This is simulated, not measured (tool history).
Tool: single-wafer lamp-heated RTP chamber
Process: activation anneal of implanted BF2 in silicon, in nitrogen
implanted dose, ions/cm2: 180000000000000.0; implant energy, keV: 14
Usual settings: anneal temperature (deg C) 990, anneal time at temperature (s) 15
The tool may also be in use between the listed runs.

run	hour	anneal temperature (deg C)	anneal time at temperature (s)	read-back reference wafer on the same gauge, sheet resistance	sheet resistance of the implanted and annealed layer (ohm/square)
1	0.0	990	19	667.97	642.28
2	32.2	990	19	668.03	643.64
3	97.8	990	15	667.98	645.40
4	157.0	990	8	667.70	647.71
5	226.9	990	8	668.03	646.02
6	277.4	990	21	667.52	643.04
# hour 314.3: pyrometer window cleaned and pyrometer calibrated
7	320.2	990	21	668.03	641.55
8	354.4	990	15	668.08	645.09
9	388.4	990	15	668.14	645.81
# hour 412.5: reflector plate cleaned
10	424.7	990	15	668.09	644.63
11	618.5	990	15	667.88	643.81
12	651.8	990	15	667.95	644.42
13	713.9	990	15	668.14	646.66
# hour 765.8: pyrometer window cleaned and pyrometer calibrated
14	771.7	990	15	668.36	645.74
15	831.5	990	15	667.77	643.03
16	883.0	990	15	668.21	645.06
17	945.7	990	15	667.91	645.01
18	972.7	990	15	667.97	646.27
# hour 1001.0: gauge calibrated
19	1009.6	961	22	668.45	659.05
# hour 1018.7: reflector plate cleaned
20	1047.1	990	11	667.83	644.39
21	1071.4	976	18	667.65	646.82
22	1103.2	1004	9	668.28	645.33
# hour 1134.3: pyrometer window cleaned and pyrometer calibrated
23	1153.1	999	15	668.24	642.57
24	1198.5	1004	9	667.98	645.20
25	1227.9	1005	23	668.22	638.26
26	1264.7	1016	15	668.02	640.46
27	1310.2	990	18	667.77	643.81
28	1352.2	1002	12	668.21	642.07
29	1402.5	967	21	668.19	653.20
30	1455.3	990	15	668.00	645.29
# hour 1490.4: pyrometer window cleaned and pyrometer calibrated
31	1501.3	990	22	668.17	638.86
32	1554.6	990	15	668.12	644.02
# hour 1572.6: reflector plate cleaned
33	1601.8	1019	23	667.99	633.39
34	1645.2	990	10	668.21	645.42
35	1691.0	981	22	667.56	643.85
36	1734.4	990	15	667.65	645.01
37	1803.0	1007	15	667.78	640.85

Forecast each of these 3 alternatives for the next run:
A	1803.4	990	7	?	?
B	1803.4	968	9	?	?
C	1803.4	990	20	?	?

run	read-back reference wafer on the same gauge, sheet resistance	sheet resistance of the implanted and annealed layer (ohm/square)
A	668.17	646.88
B	668.17	656.86
C	668.17	641.77
Without the tool's hidden state the same runs would have given:
run	sheet resistance of the implanted and annealed layer (ohm/square)
A	646.88
B	656.86
C	641.77
